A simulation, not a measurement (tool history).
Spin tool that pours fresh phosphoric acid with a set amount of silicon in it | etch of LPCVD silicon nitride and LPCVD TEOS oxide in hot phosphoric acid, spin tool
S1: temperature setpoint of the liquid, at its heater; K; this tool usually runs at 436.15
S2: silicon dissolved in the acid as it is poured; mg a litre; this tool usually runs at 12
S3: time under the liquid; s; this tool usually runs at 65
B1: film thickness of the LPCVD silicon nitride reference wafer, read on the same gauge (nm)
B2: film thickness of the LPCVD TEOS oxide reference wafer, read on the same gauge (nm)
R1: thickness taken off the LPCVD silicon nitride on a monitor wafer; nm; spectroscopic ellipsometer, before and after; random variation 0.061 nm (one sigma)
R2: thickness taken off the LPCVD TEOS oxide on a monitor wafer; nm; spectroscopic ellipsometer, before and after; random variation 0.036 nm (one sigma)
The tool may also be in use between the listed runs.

| run | hour | S1 | S2 | S3 | B1 | B2 | R1 | R2 |
|---|---|---|---|---|---|---|---|---|
| 1 | 0 | 436.15 | 9 | 65 | 149.98 | 120.011 | 6.59 | 0.441 |
| 2 | 44.7 | 436.15 | 12 | 65 | 149.98 | 120.005 | 6.58 | 0.382 |
| 3 | 105.5 | 436.15 | 12 | 65 | 149.98 | 120.022 | 6.59 | 0.39 |
|  | 124.2 | dissolved silicon flow meter replaced |
|  | 135.2 | thermometer replaced |
| 4 | 163.7 | 436.15 | 19.5 | 105 | 150 | 120.009 | 10.74 | 0.515 |
| 5 | 208.5 | 438.65 | 6.5 | 65 | 150 | 119.993 | 7.21 | 0.456 |
| 6 | 267.6 | 437.15 | 3 | 65 | 149.99 | 120.002 | 6.8 | 0.527 |
| 7 | 311.9 | 433.15 | 12 | 50 | 150.01 | 120.002 | 4.62 | 0.24 |
| 8 | 338.1 | 436.15 | 9 | 65 | 150 | 120.016 | 6.51 | 0.4 |
| 9 | 395.1 | 436.15 | 7 | 30 | 150.01 | 120.039 | 2.99 | 0.217 |
| 10 | 429.2 | 436.15 | 12 | 65 | 150.02 | 119.985 | 6.42 | 0.345 |
| 11 | 482.2 | 433.65 | 3.5 | 35 | 149.99 | 120 | 3.25 | 0.21 |
| 12 | 530.1 | 436.15 | 12 | 65 | 149.98 | 119.991 | 6.49 | 0.34 |
| 13 | 557.4 | 436.15 | 14.5 | 45 | 150 | 119.994 | 4.52 | 0.25 |
| 14 | 624.2 | 436.15 | 12 | 65 | 150.01 | 120.03 | 6.42 | 0.35 |
| 15 | 656.2 | 435.15 | 8.5 | 65 | 150.01 | 119.988 | 6.23 | 0.304 |
| 16 | 701.5 | 437.15 | 12 | 80 | 150.04 | 120.028 | 8.33 | 0.505 |
| 17 | 746.2 | 436.15 | 21 | 30 | 150.01 | 120.039 | 3 | 0.136 |
| 18 | 794.3 | 436.15 | 15.5 | 95 | 150.03 | 120.031 | 9.37 | 0.611 |
| 19 | 843.6 | 434.15 | 2.5 | 50 | 150.04 | 119.987 | 4.6 | 0.309 |
| 20 | 906.3 | 436.15 | 12 | 65 | 149.99 | 119.994 | 6.44 | 0.408 |
| 21 | 942.8 | 435.15 | 6.5 | 100 | 149.99 | 120.016 | 9.54 | 0.66 |
| 22 | 1010.4 | 436.15 | 12 | 65 | 149.99 | 119.984 | 6.44 | 0.325 |

Alternative continuations, all from the tool just after run 22; predict every row:
| A | 1010.8 | 436.15 | 4 | 65 | ? | ? | ? | ? |
| B | 1010.8 | 437.65 | 18.5 | 90 | ? | ? | ? | ? |
| C | 1010.8 | 436.15 | 2.5 | 65 | ? | ? | ? | ? |
| D | 1010.8 | 436.15 | 4.5 | 80 | ? | ? | ? | ? |

| run | B1 | B2 | R1 | R2 |
|---|---|---|---|---|
| A | 150.02 | 119.978 | 6.44 | 0.432 |
| B | 150.02 | 119.978 | 9.37 | 0.478 |
| C | 150.02 | 119.978 | 6.44 | 0.445 |
| D | 150.02 | 119.978 | 7.93 | 0.527 |
Stripped of hidden state, with their random variation kept, the same runs would have yielded:
| run | R1 | R2 |
|---|---|---|
| A | 6.76 | 0.481 |
| B | 9.83 | 0.531 |
| C | 6.76 | 0.495 |
| D | 8.32 | 0.586 |
